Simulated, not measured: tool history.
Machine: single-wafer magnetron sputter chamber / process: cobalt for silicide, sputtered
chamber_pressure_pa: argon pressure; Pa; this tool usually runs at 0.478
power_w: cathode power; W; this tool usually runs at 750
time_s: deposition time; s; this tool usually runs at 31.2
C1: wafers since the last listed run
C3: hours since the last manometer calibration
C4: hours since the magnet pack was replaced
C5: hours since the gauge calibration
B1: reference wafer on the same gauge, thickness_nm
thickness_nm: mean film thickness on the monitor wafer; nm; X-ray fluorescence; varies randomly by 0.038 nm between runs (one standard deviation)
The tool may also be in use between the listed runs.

run 1 hour=0.0 | chamber_pressure_pa=0.478 power_w=750 time_s=31.2 | C1=0 wafers_on_the_sputter_target=2176 C3=1661.0 C4=8259.9 C5=992.1 | B1=11.100 | thickness_nm=11.383
run 2 hour=46.6 | chamber_pressure_pa=0.478 power_w=750 time_s=31.2 | C1=703 wafers_on_the_sputter_target=2879 C3=1707.6 C4=8306.5 C5=1038.7 | B1=11.098 | thickness_nm=11.404
run 3 hour=97.6 | chamber_pressure_pa=0.478 power_w=750 time_s=31.2 | C1=769 wafers_on_the_sputter_target=3649 C3=1758.6 C4=8357.5 C5=1089.7 | B1=11.103 | thickness_nm=11.324
run 4 hour=170.2 | chamber_pressure_pa=0.337 power_w=750 time_s=31.2 | C1=1095 wafers_on_the_sputter_target=4744 C3=1831.2 C4=8430.1 C5=1162.3 | B1=11.099 | thickness_nm=11.623
run 5 hour=253.0 | chamber_pressure_pa=0.337 power_w=750 time_s=31.2 | C1=1249 wafers_on_the_sputter_target=5993 C3=1914.0 C4=8512.9 C5=1245.1 | B1=11.102 | thickness_nm=11.510
-- hour=275.6 gauge calibrated
run 6 hour=298.5 | chamber_pressure_pa=0.432 power_w=750 time_s=26.4 | C1=686 wafers_on_the_sputter_target=6680 C3=1959.5 C4=8558.4 C5=22.9 | B1=11.109 | thickness_nm=9.545
-- hour=326.1 sputter target and shields replaced
run 7 hour=362.9 | chamber_pressure_pa=0.478 power_w=750 time_s=31.2 | C1=850 wafers_on_the_sputter_target=555 C3=2023.9 C4=8622.8 C5=87.3 | B1=11.103 | thickness_nm=11.417
run 8 hour=497.5 | chamber_pressure_pa=0.478 power_w=750 time_s=31.2 | C1=2030 wafers_on_the_sputter_target=2586 C3=2158.5 C4=8757.4 C5=221.9 | B1=11.100 | thickness_nm=11.298
run 9 hour=603.5 | chamber_pressure_pa=0.478 power_w=750 time_s=31.2 | C1=1599 wafers_on_the_sputter_target=4186 C3=2264.5 C4=8863.4 C5=327.9 | B1=11.104 | thickness_nm=11.334
run 10 hour=669.7 | chamber_pressure_pa=0.609 power_w=750 time_s=31.2 | C1=998 wafers_on_the_sputter_target=5185 C3=2330.7 C4=8929.6 C5=394.1 | B1=11.095 | thickness_nm=10.979
run 11 hour=735.8 | chamber_pressure_pa=0.609 power_w=750 time_s=31.2 | C1=997 wafers_on_the_sputter_target=6182 C3=2396.8 C4=8995.7 C5=460.2 | B1=11.095 | thickness_nm=10.934
-- hour=788.7 sputter target and shields replaced
-- hour=909.5 capacitance manometer re-zeroed and calibrated
run 12 hour=970.0 | chamber_pressure_pa=0.478 power_w=750 time_s=31.2 | C1=3292 wafers_on_the_sputter_target=2615 C3=60.5 C4=9229.9 C5=694.4 | B1=11.101 | thickness_nm=11.389
run 13 hour=1016.9 | chamber_pressure_pa=0.478 power_w=750 time_s=31.2 | C1=707 wafers_on_the_sputter_target=3322 C3=107.4 C4=9276.8 C5=741.3 | B1=11.097 | thickness_nm=11.387
run 14 hour=1096.7 | chamber_pressure_pa=0.478 power_w=750 time_s=31.2 | C1=1204 wafers_on_the_sputter_target=4526 C3=187.2 C4=9356.6 C5=821.1 | B1=11.097 | thickness_nm=11.280
-- hour=1109.3 magnet pack replaced
run 15 hour=1164.2 | chamber_pressure_pa=0.528 power_w=750 time_s=31.2 | C1=897 wafers_on_the_sputter_target=5424 C3=254.7 C4=54.9 C5=888.6 | B1=11.100 | thickness_nm=11.111
-- hour=1324.9 sputter target and shields replaced
run 16 hour=1465.2 | chamber_pressure_pa=0.660 power_w=950 time_s=31.2 | C1=4420 wafers_on_the_sputter_target=2116 C3=555.7 C4=355.9 C5=1189.6 | B1=11.100 | thickness_nm=12.579
run 17 hour=1515.6 | chamber_pressure_pa=0.478 power_w=750 time_s=31.2 | C1=760 wafers_on_the_sputter_target=2876 C3=606.1 C4=406.3 C5=1240.0 | B1=11.097 | thickness_nm=11.337
run 18 hour=1580.8 | chamber_pressure_pa=0.363 power_w=850 time_s=37.2 | C1=983 wafers_on_the_sputter_target=3860 C3=671.3 C4=471.5 C5=1305.2 | B1=11.100 | thickness_nm=14.871
run 19 hour=1640.1 | chamber_pressure_pa=0.478 power_w=750 time_s=31.2 | C1=894 wafers_on_the_sputter_target=4755 C3=730.6 C4=530.8 C5=1364.5 | B1=11.098 | thickness_nm=11.230
run 20 hour=1718.7 | chamber_pressure_pa=0.586 power_w=600 time_s=26.9 | C1=1185 wafers_on_the_sputter_target=5941 C3=809.2 C4=609.4 C5=1443.1 | B1=11.094 | thickness_nm=8.478
run 21 hour=1805.4 | chamber_pressure_pa=0.478 power_w=750 time_s=31.2 | C1=1308 wafers_on_the_sputter_target=7249 C3=895.9 C4=696.1 C5=1529.8 | B1=11.104 | thickness_nm=11.178
-- hour=1828.9 sputter target and shields replaced
-- hour=1834.8 gauge calibrated
run 22 hour=1859.1 | chamber_pressure_pa=0.478 power_w=750 time_s=31.2 | C1=689 wafers_on_the_sputter_target=456 C3=949.6 C4=749.8 C5=24.3 | B1=11.099 | thickness_nm=11.338
run 23 hour=1957.9 | chamber_pressure_pa=0.567 power_w=750 time_s=27.6 | C1=1490 wafers_on_the_sputter_target=1947 C3=1048.4 C4=848.6 C5=123.1 | B1=11.104 | thickness_nm=9.924
run 24 hour=2063.3 | chamber_pressure_pa=0.387 power_w=750 time_s=25.6 | C1=1590 wafers_on_the_sputter_target=3537 C3=1153.8 C4=954.0 C5=228.5 | B1=11.096 | thickness_nm=9.492
run 25 hour=2156.8 | chamber_pressure_pa=0.478 power_w=750 time_s=32.8 | C1=1410 wafers_on_the_sputter_target=4948 C3=1247.3 C4=1047.5 C5=322.0 | B1=11.098 | thickness_nm=11.803
-- hour=2314.6 sputter target and shields replaced
run 26 hour=2332.5 | chamber_pressure_pa=0.382 power_w=800 time_s=26.3 | C1=2530 wafers_on_the_sputter_target=269 C3=1423.0 C4=1223.2 C5=497.7 | B1=11.102 | thickness_nm=10.075
run 27 hour=2419.1 | chamber_pressure_pa=0.337 power_w=850 time_s=36.8 | C1=1306 wafers_on_the_sputter_target=1576 C3=1509.6 C4=1309.8 C5=584.3 | B1=11.097 | thickness_nm=14.737
run 28 hour=2489.5 | chamber_pressure_pa=0.478 power_w=750 time_s=31.2 | C1=1062 wafers_on_the_sputter_target=2638 C3=1580.0 C4=1380.2 C5=654.7 | B1=11.101 | thickness_nm=11.405

What if the next run were any one of these 4? Each begins from the tool's condition after run 28:
run A hour=2489.9 | chamber_pressure_pa=0.478 power_w=750 time_s=33.4 | C1=6 wafers_on_the_sputter_target=2644 C3=1580.4 C4=1380.6 C5=655.1 | B1=? | thickness_nm=?
run B hour=2489.9 | chamber_pressure_pa=0.478 power_w=850 time_s=34.6 | C1=6 wafers_on_the_sputter_target=2644 C3=1580.4 C4=1380.6 C5=655.1 | B1=? | thickness_nm=?
run C hour=2489.9 | chamber_pressure_pa=0.366 power_w=650 time_s=27.6 | C1=6 wafers_on_the_sputter_target=2644 C3=1580.4 C4=1380.6 C5=655.1 | B1=? | thickness_nm=?
run D hour=2489.9 | chamber_pressure_pa=0.318 power_w=750 time_s=31.2 | C1=6 wafers_on_the_sputter_target=2644 C3=1580.4 C4=1380.6 C5=655.1 | B1=? | thickness_nm=?

run=A B1=11.098 thickness_nm=12.162
run=B B1=11.098 thickness_nm=13.486
run=C B1=11.098 thickness_nm=9.551
run=D B1=11.098 thickness_nm=11.727
Stripped of hidden state, with their random variation kept, the same runs would have yielded:
run=A thickness_nm=12.204
run=B thickness_nm=13.533
run=C thickness_nm=9.585
run=D thickness_nm=11.767
